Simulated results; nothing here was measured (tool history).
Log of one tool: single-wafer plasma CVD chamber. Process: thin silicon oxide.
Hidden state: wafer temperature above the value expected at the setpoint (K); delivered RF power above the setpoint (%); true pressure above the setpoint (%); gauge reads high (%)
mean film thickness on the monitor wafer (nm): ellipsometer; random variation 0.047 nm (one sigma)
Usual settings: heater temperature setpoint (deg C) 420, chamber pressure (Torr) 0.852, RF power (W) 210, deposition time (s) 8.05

| run | hour | heater temperature setpoint (deg C) | chamber pressure (Torr) | RF power (W) | deposition time (s) | wafers since the last listed run | hours since the last thermocouple change | hours since the last RF generator calibration | hours since the last manometer calibration | hours since the showerhead was replaced | hours since the gauge calibration | read-back reference wafer on the same gauge, thickness_nm | mean film thickness on the monitor wafer (nm) |
|---|---|---|---|---|---|---|---|---|---|---|---|---|---|
| 1 | 0.0 | 416 | 0.896 | 210 | 8.05 | 0 | 2243.3 | 707.6 | 766.3 | 4394.9 | 1931.2 | 13.503 | 12.968 |
| 2 | 26.4 | 416 | 0.896 | 210 | 8.05 | 732 | 2269.7 | 734.0 | 792.7 | 4421.3 | 1957.6 | 13.503 | 12.971 |
| 3 | 63.0 | 416 | 0.896 | 210 | 8.05 | 1015 | 2306.3 | 770.6 | 829.3 | 4457.9 | 1994.2 | 13.498 | 13.031 |
|  | 90.4 | gauge calibrated |
| 4 | 91.1 | 420 | 0.852 | 210 | 8.05 | 779 | 2334.4 | 798.7 | 857.4 | 4486.0 | 0.7 | 13.501 | 12.263 |
|  | 233.6 | RF generator calibrated |
|  | 272.0 | showerhead replaced |
| 5 | 280.2 | 420 | 0.852 | 230 | 8.05 | 4800 | 2523.5 | 46.6 | 1046.5 | 8.2 | 189.8 | 13.508 | 12.819 |
| 6 | 327.6 | 420 | 0.852 | 210 | 8.05 | 1314 | 2570.9 | 94.0 | 1093.9 | 55.6 | 237.2 | 13.500 | 12.332 |
| 7 | 369.9 | 420 | 0.852 | 210 | 8.05 | 1173 | 2613.2 | 136.3 | 1136.2 | 97.9 | 279.5 | 13.498 | 12.265 |
|  | 405.6 | thermocouple changed; heater temperature recalibrated |
| 8 | 434.6 | 420 | 0.852 | 210 | 8.05 | 1572 | 29.0 | 201.0 | 1200.9 | 162.6 | 344.2 | 13.491 | 12.234 |
| 9 | 503.1 | 420 | 0.901 | 235 | 8.05 | 1899 | 97.5 | 269.5 | 1269.4 | 231.1 | 412.7 | 13.504 | 13.594 |
| 10 | 545.1 | 414 | 0.642 | 190 | 6.75 | 1164 | 139.5 | 311.5 | 1311.4 | 273.1 | 454.7 | 13.488 | 6.948 |
| 11 | 593.7 | 416 | 0.896 | 210 | 8.05 | 1347 | 188.1 | 360.1 | 1360.0 | 321.7 | 503.3 | 13.503 | 12.889 |
| 12 | 647.0 | 432 | 0.655 | 230 | 8.05 | 1478 | 241.4 | 413.4 | 1413.3 | 375.0 | 556.6 | 13.506 | 9.190 |
| 13 | 717.8 | 411 | 1.031 | 225 | 7.16 | 1963 | 312.2 | 484.2 | 1484.1 | 445.8 | 627.4 | 13.508 | 13.429 |
| 14 | 767.2 | 420 | 0.852 | 180 | 7.38 | 1370 | 361.6 | 533.6 | 1533.5 | 495.2 | 676.8 | 13.504 | 10.357 |
| 15 | 796.6 | 411 | 0.852 | 240 | 8.05 | 815 | 391.0 | 563.0 | 1562.9 | 524.6 | 706.2 | 13.510 | 13.110 |
| 16 | 844.2 | 420 | 0.852 | 210 | 9.50 | 1320 | 438.6 | 610.6 | 1610.5 | 572.2 | 753.8 | 13.507 | 14.234 |
|  | 905.7 | capacitance manometer re-zeroed and calibrated |
| 17 | 914.2 | 420 | 0.852 | 190 | 6.80 | 1719 | 508.6 | 680.6 | 8.5 | 642.2 | 823.8 | 13.490 | 10.008 |
| 18 | 954.0 | 412 | 0.765 | 245 | 8.61 | 1103 | 548.4 | 720.4 | 48.3 | 682.0 | 863.6 | 13.493 | 12.867 |
| 19 | 1001.9 | 420 | 0.852 | 210 | 8.05 | 1328 | 596.3 | 768.3 | 96.2 | 729.9 | 911.5 | 13.507 | 12.510 |
| 20 | 1052.7 | 415 | 0.852 | 180 | 9.28 | 1408 | 647.1 | 819.1 | 147.0 | 780.7 | 962.3 | 13.497 | 13.314 |
| 21 | 1115.8 | 420 | 0.852 | 210 | 8.05 | 1750 | 710.2 | 882.2 | 210.1 | 843.8 | 1025.4 | 13.510 | 12.431 |
| 22 | 1157.8 | 420 | 0.852 | 210 | 8.05 | 1164 | 752.2 | 924.2 | 252.1 | 885.8 | 1067.4 | 13.497 | 12.491 |
| 23 | 1213.3 | 431 | 0.658 | 210 | 6.76 | 1539 | 807.7 | 979.7 | 307.6 | 941.3 | 1122.9 | 13.492 | 7.668 |
|  | 1235.4 | RF generator calibrated |
| 24 | 1280.4 | 406 | 0.745 | 235 | 6.98 | 1639 | 874.8 | 45.0 | 374.7 | 1008.4 | 1190.0 | 13.499 | 9.931 |
| 25 | 1333.6 | 430 | 0.970 | 200 | 8.05 | 1475 | 928.0 | 98.2 | 427.9 | 1061.6 | 1243.2 | 13.486 | 13.615 |
| 26 | 1358.6 | 420 | 0.971 | 240 | 8.05 | 693 | 953.0 | 123.2 | 452.9 | 1086.6 | 1268.2 | 13.510 | 15.002 |
| 27 | 1399.6 | 420 | 0.852 | 195 | 8.05 | 1137 | 994.0 | 164.2 | 493.9 | 1127.6 | 1309.2 | 13.517 | 11.927 |
| 28 | 1449.5 | 420 | 0.742 | 210 | 8.85 | 1383 | 1043.9 | 214.1 | 543.8 | 1177.5 | 1359.1 | 13.509 | 11.663 |

How the hidden state differs across the entries between the runs, from the last listed run before each to the first after it:
Between runs 3 and 4: gauge calibrated (hour 90.4)
  true pressure above the setpoint (%): -2.04 -> -2.1
  measured less the result without the state, mean film thickness on the monitor wafer (nm): -0.264 -> -0.255
Between runs 4 and 5: RF generator calibrated (hour 233.6); showerhead replaced (hour 272.0)
  true pressure above the setpoint (%): -2.1 -> -2.5
  measured less the result without the state, mean film thickness on the monitor wafer (nm): -0.255 -> -0.319
Between runs 7 and 8: thermocouple changed; heater temperature recalibrated (hour 405.6)
  true pressure above the setpoint (%): -2.68 -> -2.82
  measured less the result without the state, mean film thickness on the monitor wafer (nm): -0.329 -> -0.346
Between runs 16 and 17: capacitance manometer re-zeroed and calibrated (hour 905.7)
  true pressure above the setpoint (%): -3.68 -> -0.519
  measured less the result without the state, mean film thickness on the monitor wafer (nm): -0.546 -> -0.051
Between runs 23 and 24: RF generator calibrated (hour 1235.4)
  true pressure above the setpoint (%): -1.15 -> -1.29
  measured less the result without the state, mean film thickness on the monitor wafer (nm): -0.110 -> -0.154
